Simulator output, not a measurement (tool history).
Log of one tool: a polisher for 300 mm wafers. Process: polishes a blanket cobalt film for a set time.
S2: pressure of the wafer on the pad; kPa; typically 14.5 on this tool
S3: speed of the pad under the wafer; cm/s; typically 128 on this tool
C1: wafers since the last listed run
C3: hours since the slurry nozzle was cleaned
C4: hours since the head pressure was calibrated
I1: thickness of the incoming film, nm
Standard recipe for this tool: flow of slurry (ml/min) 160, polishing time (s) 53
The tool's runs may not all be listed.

run 1 day=0.000 | flow_of_slurry_(ml/min)=190 S2=14.5 S3=128 polishing_time_(s)=53 | C1=0 wafers_polished_on_this_pad=637 C3=34.4 C4=783.7 | I1=1603.6 | film_removed_(angstrom)=3258
run 2 day=0.325 | flow_of_slurry_(ml/min)=160 S2=11.7 S3=128 polishing_time_(s)=53 | C1=77 wafers_polished_on_this_pad=715 C3=42.2 C4=791.5 | I1=1592.4 | film_removed_(angstrom)=2832
run 3 day=0.692 | flow_of_slurry_(ml/min)=160 S2=15.9 S3=128 polishing_time_(s)=53 | C1=87 wafers_polished_on_this_pad=803 C3=51.0 C4=800.3 | I1=1574.0 | film_removed_(angstrom)=3396
-- day=1.008 worn pad replaced by a new one
run 4 day=1.400 | flow_of_slurry_(ml/min)=160 S2=15.9 S3=128 polishing_time_(s)=53 | C1=129 wafers_polished_on_this_pad=93 C3=68.0 C4=817.3 | I1=1579.5 | film_removed_(angstrom)=3352
run 5 day=2.004 | flow_of_slurry_(ml/min)=160 S2=15.9 S3=128 polishing_time_(s)=53 | C1=144 wafers_polished_on_this_pad=238 C3=82.5 C4=831.8 | I1=1554.7 | film_removed_(angstrom)=3347
run 6 day=2.608 | flow_of_slurry_(ml/min)=160 S2=16.5 S3=128 polishing_time_(s)=53 | C1=144 wafers_polished_on_this_pad=383 C3=97.0 C4=846.3 | I1=1562.7 | film_removed_(angstrom)=3466
run 7 day=3.050 | flow_of_slurry_(ml/min)=160 S2=16.5 S3=128 polishing_time_(s)=53 | C1=105 wafers_polished_on_this_pad=489 C3=107.6 C4=856.9 | I1=1575.6 | film_removed_(angstrom)=3443
run 8 day=3.512 | flow_of_slurry_(ml/min)=160 S2=14.5 S3=128 polishing_time_(s)=53 | C1=110 wafers_polished_on_this_pad=600 C3=118.7 C4=868.0 | I1=1561.4 | film_removed_(angstrom)=3202
run 9 day=3.854 | flow_of_slurry_(ml/min)=160 S2=14.5 S3=128 polishing_time_(s)=53 | C1=81 wafers_polished_on_this_pad=682 C3=126.9 C4=876.2 | I1=1548.0 | film_removed_(angstrom)=3158
run 10 day=4.225 | flow_of_slurry_(ml/min)=160 S2=14.5 S3=128 polishing_time_(s)=53 | C1=88 wafers_polished_on_this_pad=771 C3=135.8 C4=885.1 | I1=1569.2 | film_removed_(angstrom)=3193
run 11 day=4.817 | flow_of_slurry_(ml/min)=160 S2=14.5 S3=128 polishing_time_(s)=53 | C1=141 wafers_polished_on_this_pad=913 C3=150.0 C4=899.3 | I1=1599.3 | film_removed_(angstrom)=3178
-- day=5.250 worn pad replaced by a new one
run 12 day=5.304 | flow_of_slurry_(ml/min)=150 S2=14.5 S3=128 polishing_time_(s)=53 | C1=76 wafers_polished_on_this_pad=12 C3=161.7 C4=911.0 | I1=1575.6 | film_removed_(angstrom)=3163
run 13 day=6.029 | flow_of_slurry_(ml/min)=150 S2=14.5 S3=128 polishing_time_(s)=53 | C1=173 wafers_polished_on_this_pad=186 C3=179.1 C4=928.4 | I1=1568.6 | film_removed_(angstrom)=3156
run 14 day=6.396 | flow_of_slurry_(ml/min)=160 S2=14.5 S3=128 polishing_time_(s)=53 | C1=87 wafers_polished_on_this_pad=274 C3=187.9 C4=937.2 | I1=1565.6 | film_removed_(angstrom)=3173
run 15 day=6.996 | flow_of_slurry_(ml/min)=160 S2=14.5 S3=128 polishing_time_(s)=53 | C1=143 wafers_polished_on_this_pad=418 C3=202.3 C4=951.6 | I1=1569.8 | film_removed_(angstrom)=3215
run 16 day=7.662 | flow_of_slurry_(ml/min)=160 S2=14.5 S3=128 polishing_time_(s)=53 | C1=159 wafers_polished_on_this_pad=578 C3=218.3 C4=967.6 | I1=1590.6 | film_removed_(angstrom)=3205
run 17 day=8.271 | flow_of_slurry_(ml/min)=160 S2=15.9 S3=128 polishing_time_(s)=46 | C1=145 wafers_polished_on_this_pad=724 C3=232.9 C4=982.2 | I1=1558.5 | film_removed_(angstrom)=2944
run 18 day=8.550 | flow_of_slurry_(ml/min)=160 S2=14.5 S3=128 polishing_time_(s)=53 | C1=66 wafers_polished_on_this_pad=791 C3=239.6 C4=988.9 | I1=1557.1 | film_removed_(angstrom)=3211
run 19 day=8.983 | flow_of_slurry_(ml/min)=140 S2=18.6 S3=128 polishing_time_(s)=58 | C1=103 wafers_polished_on_this_pad=895 C3=250.0 C4=999.3 | I1=1581.2 | film_removed_(angstrom)=4067
-- day=9.383 worn pad replaced by a new one
run 20 day=9.404 | flow_of_slurry_(ml/min)=160 S2=14.5 S3=128 polishing_time_(s)=43 | C1=60 wafers_polished_on_this_pad=5 C3=260.1 C4=1009.4 | I1=1584.4 | film_removed_(angstrom)=2612
run 21 day=9.933 | flow_of_slurry_(ml/min)=160 S2=14.5 S3=128 polishing_time_(s)=53 | C1=126 wafers_polished_on_this_pad=132 C3=272.8 C4=1022.1 | I1=1563.8 | film_removed_(angstrom)=3245
run 22 day=10.288 | flow_of_slurry_(ml/min)=160 S2=14.5 S3=128 polishing_time_(s)=53 | C1=84 wafers_polished_on_this_pad=217 C3=281.3 C4=1030.6 | I1=1556.3 | film_removed_(angstrom)=3233
run 23 day=10.783 | flow_of_slurry_(ml/min)=160 S2=14.5 S3=128 polishing_time_(s)=53 | C1=118 wafers_polished_on_this_pad=335 C3=293.2 C4=1042.5 | I1=1575.0 | film_removed_(angstrom)=3212
run 24 day=11.429 | flow_of_slurry_(ml/min)=140 S2=14.5 S3=150 polishing_time_(s)=53 | C1=154 wafers_polished_on_this_pad=490 C3=308.7 C4=1058.0 | I1=1561.3 | film_removed_(angstrom)=3761
-- day=11.500 slurry nozzle cleaned
run 25 day=11.825 | flow_of_slurry_(ml/min)=195 S2=14.5 S3=150 polishing_time_(s)=62 | C1=84 wafers_polished_on_this_pad=575 C3=7.8 C4=1067.5 | I1=1563.3 | film_removed_(angstrom)=4482
-- day=12.067 head pressure recalibrated
run 26 day=12.288 | flow_of_slurry_(ml/min)=145 S2=15.9 S3=128 polishing_time_(s)=53 | C1=90 wafers_polished_on_this_pad=666 C3=18.9 C4=5.3 | I1=1557.8 | film_removed_(angstrom)=2883
run 27 day=12.638 | flow_of_slurry_(ml/min)=125 S2=16.5 S3=144 polishing_time_(s)=37 | C1=83 wafers_polished_on_this_pad=750 C3=27.3 C4=13.7 | I1=1588.5 | film_removed_(angstrom)=2300
-- day=13.083 worn pad replaced by a new one
run 28 day=13.208 | flow_of_slurry_(ml/min)=210 S2=14.5 S3=128 polishing_time_(s)=53 | C1=96 wafers_polished_on_this_pad=30 C3=41.0 C4=27.4 | I1=1576.1 | film_removed_(angstrom)=2861
run 29 day=13.738 | flow_of_slurry_(ml/min)=160 S2=14.5 S3=150 polishing_time_(s)=53 | C1=126 wafers_polished_on_this_pad=157 C3=53.7 C4=40.1 | I1=1576.0 | film_removed_(angstrom)=3270
run 30 day=14.371 | flow_of_slurry_(ml/min)=160 S2=10.3 S3=156 polishing_time_(s)=63 | C1=151 wafers_polished_on_this_pad=309 C3=68.9 C4=55.3 | I1=1571.2 | film_removed_(angstrom)=3332
run 31 day=14.721 | flow_of_slurry_(ml/min)=160 S2=14.5 S3=148 polishing_time_(s)=53 | C1=83 wafers_polished_on_this_pad=393 C3=77.3 C4=63.7 | I1=1565.7 | film_removed_(angstrom)=3169
run 32 day=15.404 | flow_of_slurry_(ml/min)=115 S2=11.7 S3=104 polishing_time_(s)=48 | C1=163 wafers_polished_on_this_pad=557 C3=93.7 C4=80.1 | I1=1534.4 | film_removed_(angstrom)=1725
run 33 day=16.125 | flow_of_slurry_(ml/min)=160 S2=14.5 S3=128 polishing_time_(s)=53 | C1=172 wafers_polished_on_this_pad=730 C3=111.0 C4=97.4 | I1=1587.0 | film_removed_(angstrom)=2773
-- day=16.754 head pressure recalibrated, repeated, since the last time left the tool worse
-- day=17.242 worn pad replaced by a new one
run 34 day=17.571 | flow_of_slurry_(ml/min)=140 S2=18.6 S3=128 polishing_time_(s)=58 | C1=286 wafers_polished_on_this_pad=78 C3=145.7 C4=19.6 | I1=1585.1 | film_removed_(angstrom)=3769
run 35 day=19.479 | flow_of_slurry_(ml/min)=160 S2=14.5 S3=172 polishing_time_(s)=63 | C1=457 wafers_polished_on_this_pad=536 C3=191.5 C4=65.4 | I1=1588.4 | film_removed_(angstrom)=4833
run 36 day=19.842 | flow_of_slurry_(ml/min)=160 S2=14.5 S3=128 polishing_time_(s)=53 | C1=86 wafers_polished_on_this_pad=623 C3=200.2 C4=74.1 | I1=1573.7 | film_removed_(angstrom)=3009

Below, some changes in film removed (angstrom) between adjacent runs. For each, the amount present without the hidden state too (settings, incoming material, random variation) and the amount remaining for the hidden state with gauge scatter not shared by both compared results:
Unlogged tool condition in this case: removal rate lost through wear of the pad, %; slurry flow missing at the pad, %; deviation of the head's pressure from its setpoint, %.
Run 19 -> 20: flow of slurry (ml/min) 140 -> 160, S2 18.6 -> 14.5, polishing time (s) 58 -> 43, worn pad replaced by a new one. film removed (angstrom) -1455: hidden state -77, all else -1378.
Run 25 -> 26: flow of slurry (ml/min) 195 -> 145, S2 14.5 -> 15.9, S3 150 -> 128, polishing time (s) 62 -> 53, head pressure recalibrated. film removed (angstrom) -1599: hidden state -552, all else -1047.
Run 31 -> 32: flow of slurry (ml/min) 160 -> 115, S2 14.5 -> 11.7, S3 148 -> 104, polishing time (s) 53 -> 48. film removed (angstrom) -1444: hidden state +146, all else -1590.
Run 33 -> 34: flow of slurry (ml/min) 160 -> 140, S2 14.5 -> 18.6, polishing time (s) 53 -> 58, head pressure recalibrated, repeated, since the last time left the tool worse, worn pad replaced by a new one. film removed (angstrom) +996: hidden state +248, all else +748.
Run 35 -> 36: S3 172 -> 128, polishing time (s) 63 -> 53. film removed (angstrom) -1824: hidden state +9, all else -1833.
